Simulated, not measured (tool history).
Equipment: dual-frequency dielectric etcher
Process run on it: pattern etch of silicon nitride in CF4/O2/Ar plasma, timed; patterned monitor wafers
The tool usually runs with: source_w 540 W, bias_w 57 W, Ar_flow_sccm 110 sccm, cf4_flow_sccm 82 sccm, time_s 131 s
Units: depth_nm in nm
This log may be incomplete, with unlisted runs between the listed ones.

run     day  source_w  bias_w  Ar_flow_sccm  cf4_flow_sccm  time_s  wafers since the last listed run  hours since the last wet clean  hours since the last source power generator calibration  hours since the last bias power generator calibration  hours since the last Ar flow controller change  hours since the last CF4 flow controller change  hours since the last upper electrode change  hours since the gauge calibration  read-back reference wafer on the same gauge, depth_nm  depth_nm
  1       0       540      57           110             82     131                                 0                           115.1                                                      176                                                  168.3                                             117                                           4850.3                                          0.8                               64.4                                                  251.8     279.1
  2   0.254       540      44           110             82     131                                59                           121.2                                                    182.1                                                  174.4                                           123.1                                           4856.4                                          6.9                               70.5                                                  251.9     262.3
  3   0.954       620      47           136             82     131                               162                             138                                                    198.9                                                  191.2                                           139.9                                           4873.2                                         23.7                               87.3                                                  252.1     286.7
  4   1.604       540      57           110             82     131                               151                           153.6                                                    214.5                                                  206.8                                           155.5                                           4888.8                                         39.3                              102.9                                                  252.1     280.7
  5   2.333       470      57           119             97   106.5                               169                           171.1                                                      232                                                  224.3                                             173                                           4906.3                                         56.8                              120.4                                                  252.3     212.5
      3.092  -- CF4 flow controller replaced
  6   3.112       660      65           110             82     131                               122                           189.8                                                    250.7                                                    243                                           191.7                                              0.5                                         75.5                              139.1                                                  252.1     334.3
  7   3.567       540      51           110             82     131                               105                           200.7                                                    261.6                                                  253.9                                           202.6                                             11.4                                         86.4                                150                                                  252.1     273.2
  8   3.938       460      57            91             67   167.5                                86                           209.6                                                    270.5                                                  262.8                                           211.5                                             20.3                                         95.3                              158.9                                                  252.4     322.5
  9     4.2       580      57           121             82   168.5                                60                           215.9                                                    276.8                                                  269.1                                           217.8                                             26.6                                        101.6                              165.2                                                  251.7     378.1
 10   4.508       540      57           110             82     131                                71                           223.3                                                    284.2                                                  276.5                                           225.2                                               34                                          109                              172.6                                                    252     283.4
 11   5.142       540      45           110             82     131                               147                           238.5                                                    299.4                                                  291.7                                           240.4                                             49.2                                        124.2                              187.8                                                  252.2     264.2
 12     5.7       420      57           119             82     131                               129                           251.9                                                    312.8                                                  305.1                                           253.8                                             62.6                                        137.6                              201.2                                                    252     237.8
 13   6.117       600      57           110             82   144.5                                96                           261.9                                                    322.8                                                  315.1                                           263.8                                             72.6                                        147.6                              211.2                                                  252.3     338.1
 14   6.621       540      57           110             82     131                               117                             274                                                    334.9                                                  327.2                                           275.9                                             84.7                                        159.7                              223.3                                                  252.1     282.5
 15   7.171       540      69           110             82    96.5                               127                           287.2                                                    348.1                                                  340.4                                           289.1                                             97.9                                        172.9                              236.5                                                  251.8     220.2
 16   7.729       540      67            83             67     131                               129                           300.6                                                    361.5                                                  353.8                                           302.5                                            111.3                                        186.3                              249.9                                                  251.9     298.5
 17   8.083       540      57           110             82     131                                82                           309.1                                                      370                                                  362.3                                             311                                            119.8                                        194.8                              258.4                                                  252.1     284.1
 18   8.479       540      57           110             82     131                                91                           318.6                                                    379.5                                                  371.8                                           320.5                                            129.3                                        204.3                              267.9                                                  251.7     284.2
 19   8.879       540      57           110             82     131                                92                           328.2                                                    389.1                                                  381.4                                           330.1                                            138.9                                        213.9                              277.5                                                  251.6       284
 20   9.208       580      57           110             82     131                                76                           336.1                                                      397                                                  389.3                                             338                                            146.8                                        221.8                              285.4                                                  252.1     297.2
 21   9.621       540      57           110             82     131                                95                             346                                                    406.9                                                  399.2                                           347.9                                            156.7                                        231.7                              295.3                                                  252.1     282.7
 22  10.225       540      57           110             89     161                               140                           360.5                                                    421.4                                                  413.7                                           362.4                                            171.2                                        246.2                              309.8                                                  251.9     354.1
 23  10.808       410      57           125             82   147.5                               135                           374.5                                                    435.4                                                  427.7                                           376.4                                            185.2                                        260.2                              323.8                                                  252.2     265.6

Each row is a separate what-if for the run after 23, all from the same tool condition, not one after another. Results?
  A  10.829       540      57            84             82     131                                 4                             375                                                    435.9                                                  428.2                                           376.9                                            185.7                                        260.7                              324.3                                                      ?         ?
  B  10.829       540      65           125             82     131                                 4                             375                                                    435.9                                                  428.2                                           376.9                                            185.7                                        260.7                              324.3                                                      ?         ?
  C  10.829       620      57           110             82     131                                 4                             375                                                    435.9                                                  428.2                                           376.9                                            185.7                                        260.7                              324.3                                                      ?         ?

run  read-back reference wafer on the same gauge, depth_nm  depth_nm
  A                                                  251.8     294.2
  B                                                  251.8     293.7
  C                                                  251.8     314.4
Without the tool's unlogged condition, the same runs would have read:
run  depth_nm
  A     284.7
  B     284.2
  C     304.2

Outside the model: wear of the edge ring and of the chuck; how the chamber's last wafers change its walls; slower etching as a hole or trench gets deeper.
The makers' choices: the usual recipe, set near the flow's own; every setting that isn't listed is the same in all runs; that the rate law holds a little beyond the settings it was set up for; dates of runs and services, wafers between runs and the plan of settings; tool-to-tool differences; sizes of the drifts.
